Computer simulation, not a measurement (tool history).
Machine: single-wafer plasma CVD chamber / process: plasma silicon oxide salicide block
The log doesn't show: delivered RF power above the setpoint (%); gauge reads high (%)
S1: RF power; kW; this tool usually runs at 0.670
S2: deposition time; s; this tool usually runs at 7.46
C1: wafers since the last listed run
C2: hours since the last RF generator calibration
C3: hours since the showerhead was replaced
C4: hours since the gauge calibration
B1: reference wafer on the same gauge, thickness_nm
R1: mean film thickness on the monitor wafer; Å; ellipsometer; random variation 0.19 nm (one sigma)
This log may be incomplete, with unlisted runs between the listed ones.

run,hour,S1,S2,C1,C2,C3,C4,B1,R1
1,0.0,0.670,7.46,0,572.4,2906.1,166.1,84.708,823.25
2,14.1,0.670,7.46,477,586.5,2920.2,180.2,84.675,821.00
3,27.5,0.670,8.61,453,599.9,2933.6,193.6,84.683,953.33
4,48.9,0.670,7.46,724,621.3,2955.0,215.0,84.775,820.10
5,83.4,0.670,7.46,1168,655.8,2989.5,249.5,84.679,822.30
6,101.2,0.670,7.46,602,673.6,3007.3,267.3,84.628,822.69
7,116.6,0.670,7.46,521,689.0,3022.7,282.7,84.691,825.89
8,196.7,0.670,7.46,2712,769.1,3102.8,362.8,84.781,820.35
9,232.1,0.670,7.46,1198,804.5,3138.2,398.2,84.723,822.41
10,248.8,0.670,7.46,565,821.2,3154.9,414.9,84.757,820.44
11,271.8,0.700,7.46,778,844.2,3177.9,437.9,84.727,833.21
12,297.4,0.700,7.46,866,869.8,3203.5,463.5,84.673,834.00
13,389.1,0.670,7.46,3105,961.5,3295.2,555.2,84.691,812.51
14,404.9,0.670,7.46,535,977.3,3311.0,571.0,84.585,811.64
15,429.1,0.670,7.46,819,1001.5,3335.2,595.2,84.688,811.93
16,459.1,0.590,7.46,1015,1031.5,3365.2,625.2,84.718,765.72
17,493.0,0.590,7.46,1147,1065.4,3399.1,659.1,84.697,761.45
18,525.9,0.615,8.43,1114,1098.3,3432.0,692.0,84.565,876.70
19,551.4,0.670,7.46,863,1123.8,3457.5,717.5,84.674,808.64
20,579.1,0.670,7.46,938,1151.5,3485.2,745.2,84.779,806.23
21,591.3,0.700,7.46,413,1163.7,3497.4,757.4,84.651,821.89
# hour 605.7: showerhead replaced
22,606.2,0.670,6.61,233,1178.6,0.5,772.3,84.737,711.19
# hour 618.9: RF generator calibrated
23,619.4,0.565,7.03,176,0.5,13.7,785.5,84.702,721.80
24,645.9,0.670,7.46,897,27.0,40.2,812.0,84.727,834.62
25,661.3,0.670,6.34,521,42.4,55.6,827.4,84.765,707.71
# hour 664.5: gauge calibrated
26,691.6,0.585,7.46,1026,72.7,85.9,27.1,84.690,779.51
27,722.5,0.670,7.83,1046,103.6,116.8,58.0,84.743,872.75
28,754.6,0.630,8.34,1087,135.7,148.9,90.1,84.697,906.52
29,776.9,0.670,8.07,755,158.0,171.2,112.4,84.602,900.94
30,791.1,0.755,8.25,480,172.2,185.4,126.6,84.636,974.08
31,826.9,0.560,7.84,1212,208.0,221.2,162.4,84.674,799.86
32,854.7,0.670,8.61,941,235.8,249.0,190.2,84.729,959.99
33,881.4,0.670,7.46,904,262.5,275.7,216.9,84.680,837.06
34,907.4,0.760,7.91,880,288.5,301.7,242.9,84.689,931.82
35,926.2,0.670,7.46,636,307.3,320.5,261.7,84.691,831.63
36,952.4,0.670,7.46,887,333.5,346.7,287.9,84.744,831.02
37,980.4,0.590,8.78,948,361.5,374.7,315.9,84.680,918.00

Hidden condition of the tool, last listed run before each entry between runs versus first listed run after:
From run 21 to run 22: showerhead replaced (hour 605.7)
  delivered RF power above the setpoint (%): -7.28 -> -7.44
  measured minus no-state result, R1: -30.34 -> -26.90 Å
From run 22 to run 23: RF generator calibrated (hour 618.9)
  delivered RF power above the setpoint (%): -7.44 -> -0.316
  measured minus no-state result, R1: -26.90 -> -1.08 Å
From run 25 to run 26: gauge calibrated (hour 664.5)
  delivered RF power above the setpoint (%): -0.324 -> -0.341
  measured minus no-state result, R1: -1.08 -> -1.25 Å
